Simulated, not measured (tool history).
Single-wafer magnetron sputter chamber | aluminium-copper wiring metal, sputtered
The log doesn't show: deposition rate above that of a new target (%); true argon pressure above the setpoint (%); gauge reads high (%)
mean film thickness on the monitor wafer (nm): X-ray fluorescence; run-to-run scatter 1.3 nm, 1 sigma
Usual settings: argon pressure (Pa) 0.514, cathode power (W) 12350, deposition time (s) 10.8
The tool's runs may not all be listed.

run	day	argon pressure (Pa)	cathode power (W)	deposition time (s)	wafers since the last listed run	wafers on the sputter target	hours since the last manometer calibration	hours since the magnet pack was replaced	hours since the gauge calibration	read-back reference wafer on the same gauge, thickness_nm	mean film thickness on the monitor wafer (nm)
1	0.000	0.385	12350	10.8	0	514	1572.4	10791.4	213.6	255.897	245.580
2	1.104	0.616	12350	10.8	749	1264	1598.9	10817.9	240.1	255.841	205.846
3	1.875	0.616	12350	10.8	523	1788	1617.4	10836.4	258.6	256.338	206.193
4	2.854	0.514	11200	10.8	665	2453	1640.9	10859.9	282.1	255.565	201.897
5	3.833	0.514	12350	10.8	665	3118	1664.4	10883.4	305.6	256.518	220.993
6	4.917	0.514	12350	10.8	735	3854	1690.4	10909.4	331.6	256.298	219.868
7	6.154	0.514	12350	10.8	840	4694	1720.1	10939.1	361.3	255.927	216.771
8	6.979	0.514	12350	10.8	560	5255	1739.9	10958.9	381.1	255.651	215.012
9	7.638	0.514	12350	11.6	447	5702	1755.7	10974.7	396.9	255.952	231.253
10	8.467	0.671	12350	11.2	563	6265	1775.6	10994.6	416.8	255.787	196.568
11	9.142	0.671	12350	11.2	458	6723	1791.8	11010.8	433.0	256.287	197.578
12	10.075	0.671	12350	11.2	633	7357	1814.2	11033.2	455.4	255.792	194.919
13	10.992	0.514	12350	10.1	622	7980	1836.2	11055.2	477.4	255.862	193.911
# day 11.371: sputter target and shields replaced
14	12.288	0.514	12350	10.1	653	623	1867.3	11086.3	508.5	255.780	177.415
# day 12.904: capacitance manometer re-zeroed and calibrated
15	13.212	0.608	15100	10.8	401	1025	7.4	11108.5	530.7	256.225	214.722
16	14.267	0.514	12350	10.8	716	1741	32.7	11133.8	556.0	256.042	191.879
# day 14.988: sputter target and shields replaced, repeated, since the last time left the tool worse
17	15.292	0.439	14400	10.8	469	207	57.3	11158.4	580.6	255.672	271.086
18	15.975	0.591	12350	12.4	464	671	73.7	11174.8	597.0	256.210	240.676
19	17.321	0.514	13550	10.8	914	1585	106.0	11207.1	629.3	256.045	243.033
# day 18.471: gauge calibrated
20	18.729	0.701	14250	10.8	956	2542	139.8	11240.9	6.2	256.022	220.572
21	20.188	0.514	12350	10.8	990	3532	174.8	11275.9	41.2	256.291	218.337
# day 21.762: magnet pack replaced
22	22.179	0.514	10050	10.8	1126	4659	222.6	10.0	89.0	255.858	178.935
23	23.075	0.695	10800	9.1	608	5267	244.1	31.5	110.5	255.900	140.517
24	23.833	0.701	14250	10.8	515	5782	262.3	49.7	128.7	255.975	211.427
25	25.071	0.320	14700	9.7	840	6623	292.0	79.4	158.4	255.993	258.576
26	25.679	0.580	14700	12.9	413	7036	306.6	94.0	173.0	256.054	281.696
# day 26.958: sputter target and shields replaced
27	27.029	0.514	12350	10.2	690	47	339.0	126.4	205.4	255.842	207.928
28	27.704	0.671	12350	11.2	458	505	355.2	142.6	221.6	255.827	202.966

Hidden condition of the tool, last listed run before each entry between runs versus first listed run after:
Logged between run 13 and run 14: sputter target and shields replaced (day 11.371)
  deposition rate above that of a new target (%): -7.12 -> -13.7
  measured value less the no-hidden-state value, mean film thickness on the monitor wafer (nm): -14.868 -> -28.191
Logged between run 14 and run 15: capacitance manometer re-zeroed and calibrated (day 12.904)
  deposition rate above that of a new target (%): -13.7 -> -13.8
  measured value less the no-hidden-state value, mean film thickness on the monitor wafer (nm): -28.191 -> -34.492
Logged between run 16 and run 17: sputter target and shields replaced, repeated, since the last time left the tool worse (day 14.988)
  deposition rate above that of a new target (%): -14.1 -> -0.462
  measured value less the no-hidden-state value, mean film thickness on the monitor wafer (nm): -31.478 -> -1.257
Logged between run 19 and run 20: gauge calibrated (day 18.471)
  deposition rate above that of a new target (%): -0.733 -> -1.17
  measured value less the no-hidden-state value, mean film thickness on the monitor wafer (nm): -1.793 -> -2.602
Logged between run 21 and run 22: magnet pack replaced (day 21.762)
  deposition rate above that of a new target (%): -1.83 -> -3.08
  measured value less the no-hidden-state value, mean film thickness on the monitor wafer (nm): -4.061 -> -5.678
Logged between run 26 and run 27: sputter target and shields replaced (day 26.958)
  deposition rate above that of a new target (%): -6.24 -> -1.46
  measured value less the no-hidden-state value, mean film thickness on the monitor wafer (nm): -18.759 -> -3.074
